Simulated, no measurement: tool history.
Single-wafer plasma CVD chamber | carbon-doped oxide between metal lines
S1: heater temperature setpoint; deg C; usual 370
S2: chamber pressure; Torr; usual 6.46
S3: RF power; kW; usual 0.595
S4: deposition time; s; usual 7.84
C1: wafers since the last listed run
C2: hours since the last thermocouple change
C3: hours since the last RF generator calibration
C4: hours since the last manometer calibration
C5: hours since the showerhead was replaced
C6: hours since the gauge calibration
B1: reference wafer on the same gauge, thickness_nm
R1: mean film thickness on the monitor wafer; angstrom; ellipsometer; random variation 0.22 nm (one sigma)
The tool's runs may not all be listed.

run	hour	S1	S2	S3	S4	C1	C2	C3	C4	C5	C6	B1	R1
1	0	370	5.3	0.595	7.84	0	1693.4	767.7	722.4	2432.1	248.2	41.075	464.08
2	27.2	370	5.3	0.595	7.84	970	1720.6	794.9	749.6	2459.3	275.4	41.131	466.39
3	59.1	370	6.46	0.595	6.98	1138	1752.5	826.8	781.5	2491.2	307.3	41.153	428.02
4	77.3	370	6.46	0.595	6.98	649	1770.7	845	799.7	2509.4	325.5	41.109	429.83
5	99.8	370	6.46	0.595	6.98	802	1793.2	867.5	822.2	2531.9	348	41.12	433.5
6	120.3	370	6.46	0.69	7.84	731	1813.7	888	842.7	2552.4	368.5	41.079	526.7
7	153	370	6.46	0.69	7.84	1166	1846.4	920.7	875.4	2585.1	401.2	41.109	530.59
8	169.5	370	6.46	0.69	7.84	588	1862.9	937.2	891.9	2601.6	417.7	41.096	531.21
9	194.3	377	6.85	0.595	7.84	884	1887.7	962	916.7	2626.4	442.5	41.093	476.32
10	229.1	377	6.85	0.595	7.84	1241	1922.5	996.8	951.5	2661.2	477.3	41.086	476.89
11	246	377	6.85	0.595	7.84	603	1939.4	1013.7	968.4	2678.1	494.2	41.067	480
12	271.9	370	6.88	0.595	6.49	924	1965.3	1039.6	994.3	2704	520.1	41.099	400.07
# hour 289.3: showerhead replaced
13	289.8	370	6.46	0.705	7.84	353	1983.2	1057.5	1012.2	0.5	538	41.107	533.8
# hour 303.3: thermocouple changed; heater temperature recalibrated
14	321.8	370	7.78	0.685	7.84	856	18.5	1089.5	1044.2	32.5	570	41.072	532.2
15	335.7	357	5.28	0.595	6.52	496	32.4	1103.4	1058.1	46.4	583.9	41.104	401.59
# hour 399.3: gauge calibrated
# hour 424.4: RF generator calibrated
16	433.2	370	6.46	0.595	8.93	3193	129.9	8.8	1155.6	143.9	33.9	41.145	532.58
17	463.4	370	5.59	0.635	8.91	1077	160.1	39	1185.8	174.1	64.1	41.07	539.13
# hour 491.2: capacitance manometer re-zeroed and calibrated
# hour 518.1: RF generator calibrated, repeated, since the last time left the tool worse
18	549.7	370	5.6	0.515	6.71	2508	246.4	31.6	58.5	260.4	150.4	41.128	377.99
19	579.2	377	6.85	0.595	7.84	1052	275.9	61.1	88	289.9	179.9	41.138	489.11
20	602.4	370	6.46	0.595	6.98	827	299.1	84.3	111.2	313.1	203.1	41.068	441.5
21	616.8	384	6.46	0.595	7.84	513	313.5	98.7	125.6	327.5	217.5	41.079	479.76
22	636.4	370	6.46	0.53	7.84	699	333.1	118.3	145.2	347.1	237.1	41.098	458.74

4 ways to go on from here, each from the tool as it stands after run 22. What would each give?
A	636.8	370	6.46	0.515	7.84	14	333.5	118.7	145.6	347.5	237.5	?	?
B	636.8	385	7.33	0.54	8.68	14	333.5	118.7	145.6	347.5	237.5	?	?
C	636.8	366	7.22	0.5	7.84	14	333.5	118.7	145.6	347.5	237.5	?	?
D	636.8	377	6.46	0.595	6.54	14	333.5	118.7	145.6	347.5	237.5	?	?

run	B1	R1
A	41.121	452.36
B	41.121	506.68
C	41.121	452.07
D	41.121	408.79
Without the tool's hidden state the same runs would have given:
run	R1
A	457.55
B	512.49
C	457.36
D	413.36

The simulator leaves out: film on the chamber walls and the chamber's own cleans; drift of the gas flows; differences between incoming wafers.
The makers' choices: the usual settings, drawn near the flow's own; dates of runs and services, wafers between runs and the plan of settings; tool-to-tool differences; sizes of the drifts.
